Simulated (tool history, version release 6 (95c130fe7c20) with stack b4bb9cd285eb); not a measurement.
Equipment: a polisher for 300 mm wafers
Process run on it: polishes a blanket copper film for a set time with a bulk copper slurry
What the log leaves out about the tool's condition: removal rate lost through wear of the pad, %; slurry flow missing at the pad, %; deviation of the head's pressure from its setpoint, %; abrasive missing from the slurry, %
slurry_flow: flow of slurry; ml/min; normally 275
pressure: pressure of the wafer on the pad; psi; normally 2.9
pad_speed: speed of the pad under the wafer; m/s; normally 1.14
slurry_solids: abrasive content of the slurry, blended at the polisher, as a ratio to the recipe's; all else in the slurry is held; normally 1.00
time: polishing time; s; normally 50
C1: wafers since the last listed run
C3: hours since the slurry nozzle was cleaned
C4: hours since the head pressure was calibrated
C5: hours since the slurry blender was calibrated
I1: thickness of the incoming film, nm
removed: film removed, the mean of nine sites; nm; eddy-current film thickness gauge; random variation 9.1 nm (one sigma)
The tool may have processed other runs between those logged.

{"run": 1, "hour": 0.0, "slurry_flow": 275, "pressure": 2.9, "pad_speed": 1.02, "slurry_solids": 1.0, "time": 50, "C1": 0, "wafers polished on this pad": 1856, "C3": 504.3, "C4": 280.0, "C5": 371.4, "I1": 3334.4, "removed": 512.7}
{"run": 2, "hour": 44.2, "slurry_flow": 275, "pressure": 2.9, "pad_speed": 1.02, "slurry_solids": 1.0, "time": 50, "C1": 407, "wafers polished on this pad": 2263, "C3": 548.5, "C4": 324.2, "C5": 415.6, "I1": 3278.3, "removed": 509.8}
{"hour": 76.2, "done": "slurry blender recalibrated"}
{"hour": 78.1, "done": "worn pad replaced by a new one"}
{"hour": 236.6, "done": "slurry nozzle cleaned"}
{"hour": 242.8, "done": "head pressure recalibrated"}
{"run": 3, "hour": 243.3, "slurry_flow": 275, "pressure": 2.9, "pad_speed": 1.14, "slurry_solids": 1.0, "time": 50, "C1": 1769, "wafers polished on this pad": 1493, "C3": 6.7, "C4": 0.5, "C5": 167.1, "I1": 3305.4, "removed": 590.0}
{"run": 4, "hour": 284.6, "slurry_flow": 275, "pressure": 2.9, "pad_speed": 1.14, "slurry_solids": 1.0, "time": 50, "C1": 380, "wafers polished on this pad": 1874, "C3": 48.0, "C4": 41.8, "C5": 208.4, "I1": 3267.8, "removed": 586.5}
{"hour": 316.7, "done": "worn pad replaced by a new one"}
{"run": 5, "hour": 379.4, "slurry_flow": 220, "pressure": 2.9, "pad_speed": 1.14, "slurry_solids": 1.0, "time": 50, "C1": 836, "wafers polished on this pad": 577, "C3": 142.8, "C4": 136.6, "C5": 303.2, "I1": 3313.2, "removed": 565.6}
{"run": 6, "hour": 452.3, "slurry_flow": 275, "pressure": 2.9, "pad_speed": 1.44, "slurry_solids": 1.0, "time": 50, "C1": 671, "wafers polished on this pad": 1248, "C3": 215.7, "C4": 209.5, "C5": 376.1, "I1": 3380.8, "removed": 719.5}
{"hour": 501.2, "done": "slurry blender recalibrated"}
{"run": 7, "hour": 522.1, "slurry_flow": 275, "pressure": 2.9, "pad_speed": 1.14, "slurry_solids": 1.0, "time": 50, "C1": 624, "wafers polished on this pad": 1873, "C3": 285.5, "C4": 279.3, "C5": 20.9, "I1": 3337.4, "removed": 591.8}
{"hour": 564.9, "done": "worn pad replaced by a new one"}
{"run": 8, "hour": 614.6, "slurry_flow": 275, "pressure": 2.9, "pad_speed": 1.14, "slurry_solids": 1.0, "time": 68, "C1": 815, "wafers polished on this pad": 458, "C3": 378.0, "C4": 371.8, "C5": 113.4, "I1": 3276.6, "removed": 811.6}
{"hour": 664.8, "done": "head pressure recalibrated"}
{"run": 9, "hour": 678.3, "slurry_flow": 275, "pressure": 2.9, "pad_speed": 1.14, "slurry_solids": 1.0, "time": 65, "C1": 568, "wafers polished on this pad": 1026, "C3": 441.7, "C4": 13.5, "C5": 177.1, "I1": 3317.0, "removed": 748.7}
{"run": 10, "hour": 760.4, "slurry_flow": 240, "pressure": 2.9, "pad_speed": 1.14, "slurry_solids": 0.9, "time": 59, "C1": 756, "wafers polished on this pad": 1782, "C3": 523.8, "C4": 95.6, "C5": 259.2, "I1": 3287.2, "removed": 644.0}

What will run 11 give?
{"hour": 830.8, "done": "worn pad replaced by a new one"}
{"run": 11, "hour": 866.3, "slurry_flow": 275, "pressure": 3.9, "pad_speed": 1.54, "slurry_solids": 0.75, "time": 67, "C1": 938, "wafers polished on this pad": 326, "C3": 629.7, "C4": 201.5, "C5": 365.1, "I1": 3342.6, "removed": "?"}

removed: 1339.5 nm
On a tool with no hidden condition, and with the same random variation, this run would have come out at removed 1448.3 nm.
